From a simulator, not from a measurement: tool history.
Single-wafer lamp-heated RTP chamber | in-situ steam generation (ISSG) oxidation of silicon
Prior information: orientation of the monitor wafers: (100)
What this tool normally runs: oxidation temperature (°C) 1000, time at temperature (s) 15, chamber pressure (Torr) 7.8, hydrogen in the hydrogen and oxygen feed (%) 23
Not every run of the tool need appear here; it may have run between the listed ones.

run     day  oxidation temperature (°C)  time at temperature (s)  chamber pressure (Torr)  hydrogen in the hydrogen and oxygen feed (%)  wafers since the last listed run  wafers since the last pyrometer calibration  hours since the pressure gauge was zeroed  hours since the hydrogen flow controller was replaced  hours since the gauge calibration  read-back reference wafer on the same gauge, thickness  oxide thickness on the monitor wafer (Å)
  1       0                        1000                       15                      7.8                                            25                                 0                                         3617                                       3828                                                   4266                              700.1                                                   4.237                                     47.23
  2   1.375                        1000                       15                      7.8                                            25                               293                                         3911                                       3861                                                   4299                              733.1                                                   4.245                                     47.14
  3   2.242                        1000                       15                      7.8                                            23                               185                                         4096                                     3881.8                                                 4319.8                              753.9                                                   4.242                                     46.06
  4   3.646                        1000                       15                      7.8                                            23                               299                                         4396                                     3915.5                                                 4353.5                              787.6                                                   4.243                                     45.69
  5   4.404                        1000                       15                      7.8                                            19                               162                                         4558                                     3933.7                                                 4371.7                              805.8                                                    4.24                                      43.9
  6   4.996                        1000                       15                      7.8                                            19                               126                                         4684                                     3947.9                                                 4385.9                                820                                                   4.238                                     44.27
  7   5.504                        1000                       15                      7.8                                            23                               108                                         4793                                     3960.1                                                 4398.1                              832.2                                                   4.239                                     45.73
  8   8.046                        1000                       15                      7.8                                            23                               543                                         5336                                     4021.1                                                 4459.1                              893.2                                                   4.238                                     46.09
      9.583  -- pyrometer window cleaned and pyrometer calibrated
      9.683  -- hydrogen flow controller replaced
  9   9.704                        1000                       15                      7.8                                            23                               261                                            4                                     4060.9                                                    0.5                                933                                                   4.243                                     46.19
 10  10.308                        1012                       13                      8.6                                            23                               129                                          133                                     4075.4                                                     15                              947.5                                                   4.242                                     45.52
 11  11.562                        1000                       15                      7.8                                            23                               267                                          401                                     4105.5                                                   45.1                              977.6                                                   4.241                                     46.22
 12  12.933                        1000                       15                      7.8                                            23                               292                                          694                                     4138.4                                                     78                             1010.5                                                   4.241                                     46.04
 13  14.246                         988                       10                      7.4                                            20                               280                                          974                                     4169.9                                                  109.5                               1042                                                   4.238                                     36.07
      14.95  -- pressure gauge zeroed
     15.212  -- gauge calibrated
 14  15.642                        1000                       12                      7.8                                            23                               226                                         1201                                       16.6                                                    143                               10.3                                                   4.239                                     41.57
 15  16.871                        1010                       10                      9.3                                            29                               262                                         1464                                       46.1                                                  172.5                               39.8                                                   4.244                                     41.98
 16  17.504                         984                       19                      6.9                                            18                               135                                         1599                                       61.3                                                  187.7                                 55                                                    4.24                                     45.21
 17  18.412                        1010                       18                        7                                            23                               194                                         1793                                       83.1                                                  209.5                               76.8                                                   4.243                                     51.75
 18  19.662                        1000                       15                      7.8                                            23                               267                                         2060                                      113.1                                                  239.5                              106.8                                                   4.239                                     45.75
 19  21.004                        1015                       13                      7.8                                            31                               286                                         2347                                      145.3                                                  271.7                                139                                                   4.235                                      49.7
 20  22.479                        1014                       20                      8.8                                            23                               315                                         2662                                      180.7                                                  307.1                              174.4                                                   4.241                                     55.68
 21  23.021                        1000                       17                      7.8                                            23                               115                                         2777                                      193.7                                                  320.1                              187.4                                                    4.24                                     49.07
 22  24.342                        1000                       15                      8.2                                            13                               282                                         3060                                      225.4                                                  351.8                              219.1                                                   4.237                                     40.41
 23  25.758                        1008                       15                      8.9                                            13                               302                                         3362                                      259.4                                                  385.8                              253.1                                                   4.239                                      41.3
 24  27.038                        1000                       15                      7.8                                            23                               273                                         3636                                      290.1                                                  416.5                              283.8                                                   4.239                                        46
 25  27.688                        1016                       10                      7.8                                            29                               138                                         3774                                      305.7                                                  432.1                              299.4                                                    4.24                                     43.48
 26  28.842                         982                       15                      6.9                                            23                               246                                         4021                                      333.4                                                  459.8                              327.1                                                   4.237                                     43.26
 27  30.167                        1000                       15                      7.8                                            23                               283                                         4304                                      365.2                                                  491.6                              358.9                                                   4.242                                     45.98
 28  31.304                        1000                       15                      8.5                                            23                               243                                         4547                                      392.5                                                  518.9                              386.2                                                   4.243                                     46.16
 29  32.367                        1014                       15                      8.5                                            23                               226                                         4774                                        418                                                  544.4                              411.7                                                   4.239                                     48.54
 30  33.262                        1017                       18                      7.2                                            17                               191                                         4966                                      439.5                                                  565.9                              433.2                                                   4.242                                     49.94
 31  34.446                         983                       15                      6.9                                            23                               252                                         5218                                      467.9                                                  594.3                              461.6                                                   4.239                                     43.07
 32  35.308                         994                       19                      6.9                                            29                               184                                         5403                                      488.6                                                    615                              482.3                                                    4.24                                     53.59

How the hidden state differs across the entries between the runs, from the last listed run before each to the first after it:
From run 8 to run 9: pyrometer window cleaned and pyrometer calibrated (day 9.583); hydrogen flow controller replaced (day 9.683)
  the hidden state is the same at both runs
From run 13 to run 14: pressure gauge zeroed (day 14.95); gauge calibrated (day 15.212)
  the hidden state is the same at both runs
